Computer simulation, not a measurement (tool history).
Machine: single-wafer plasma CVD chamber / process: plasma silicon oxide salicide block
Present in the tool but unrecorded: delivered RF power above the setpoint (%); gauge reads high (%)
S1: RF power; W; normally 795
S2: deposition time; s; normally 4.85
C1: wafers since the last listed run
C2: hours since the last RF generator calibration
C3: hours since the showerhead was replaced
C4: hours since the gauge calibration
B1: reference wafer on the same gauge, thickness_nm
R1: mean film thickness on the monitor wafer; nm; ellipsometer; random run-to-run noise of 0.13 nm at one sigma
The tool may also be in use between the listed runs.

run    hour   S1    S2    C1     C2      C3     C4      B1      R1
  1     0.0  690  4.85     0  177.3  7119.9  144.3  62.709  49.421
  2    27.6  690  4.85   880  204.9  7147.5  171.9  62.712  49.486
  3    47.6  690  4.85   638  224.9  7167.5  191.9  62.701  49.307
  4    77.3  795  4.39   947  254.6  7197.2  221.6  62.703  47.016
  5   110.0  795  4.28  1043  287.3  7229.9  254.3  62.698  45.992
  6   134.0  830  4.85   765  311.3  7253.9  278.3  62.710  53.181
  7   159.2  830  4.85   804  336.5  7279.1  303.5  62.678  53.118
  8   179.2  795  4.85   638  356.5  7299.1  323.5  62.707  51.987
  9   210.7  795  4.85  1005  388.0  7330.6  355.0  62.738  52.085
 10   228.2  795  4.85   558  405.5  7348.1  372.5  62.731  51.941
 11   242.2  795  4.85   446  419.5  7362.1  386.5  62.672  51.968
 12   278.0  795  4.85  1142  455.3  7397.9  422.3  62.664  51.806
 13   293.2  795  4.85   485  470.5  7413.1  437.5  62.685  51.930
 14   323.9  795  4.85   979  501.2  7443.8  468.2  62.734  51.747
      394.2  -- showerhead replaced
 15   425.7  795  4.85  2993  603.0    31.5  570.0  62.723  51.892
 16   441.1  795  4.85   491  618.4    46.9  585.4  62.735  51.818
 17   460.1  740  4.85   606  637.4    65.9  604.4  62.704  50.564
 18   493.6  740  4.85  1069  670.9    99.4  637.9  62.717  50.298
 19   524.5  795  4.28   986  701.8   130.3  668.8  62.712  45.624
 20   538.4  650  4.00   443  715.7   144.2  682.7  62.696  39.436
 21   570.8  830  4.85  1033  748.1   176.6  715.1  62.679  52.385
 22   595.2  660  4.13   778  772.5   201.0  739.5  62.726  40.861
 23   629.7  735  4.85  1101  807.0   235.5  774.0  62.674  49.961
 24   660.5  655  5.16   982  837.8   266.3  804.8  62.678  51.074
 25   680.8  880  5.60   647  858.1   286.6  825.1  62.704  62.014
      692.5  -- gauge calibrated
      705.7  -- RF generator calibrated
 26   756.7  745  4.45  2166   51.0   362.5   64.2  62.703  45.613
 27   778.3  795  4.85   689   72.6   384.1   85.8  62.728  50.807
 28   795.4  795  4.85   545   89.7   401.2  102.9  62.728  50.732
 29   825.1  795  4.85   947  119.4   430.9  132.6  62.715  50.792
 30   854.6  650  4.06   941  148.9   460.4  162.1  62.689  39.267
 31   873.6  730  4.13   606  167.9   479.4  181.1  62.707  41.807
      900.8  -- RF generator calibrated, repeated, since the last time left the tool worse
 32   909.3  895  4.28   884    8.5   515.1  216.8  62.656  48.246
 33   927.6  795  4.85   584   26.8   533.4  235.1  62.720  52.260
 34   963.0  705  4.34  1129   62.2   568.8  270.5  62.690  44.751
 35   990.4  895  3.91   874   89.6   596.2  297.9  62.687  43.930
 36  1017.2  795  4.85   855  116.4   623.0  324.7  62.679  52.059
 37  1050.8  795  4.85  1072  150.0   656.6  358.3  62.706  52.004

Branching from run 37: 3 alternative next runs. What would each branch give?
  A  1051.2  795  4.85  12  150.4  657.0  358.7   ?   ?
  B  1051.2  870  5.65  12  150.4  657.0  358.7   ?   ?
  C  1051.2  870  4.85  12  150.4  657.0  358.7   ?   ?

run      B1      R1
  A  62.675  52.329
  B  62.675  63.008
  C  62.675  54.086
Without the tool's hidden state the same runs would have given:
run      R1
  A  52.575
  B  63.304
  C  54.341

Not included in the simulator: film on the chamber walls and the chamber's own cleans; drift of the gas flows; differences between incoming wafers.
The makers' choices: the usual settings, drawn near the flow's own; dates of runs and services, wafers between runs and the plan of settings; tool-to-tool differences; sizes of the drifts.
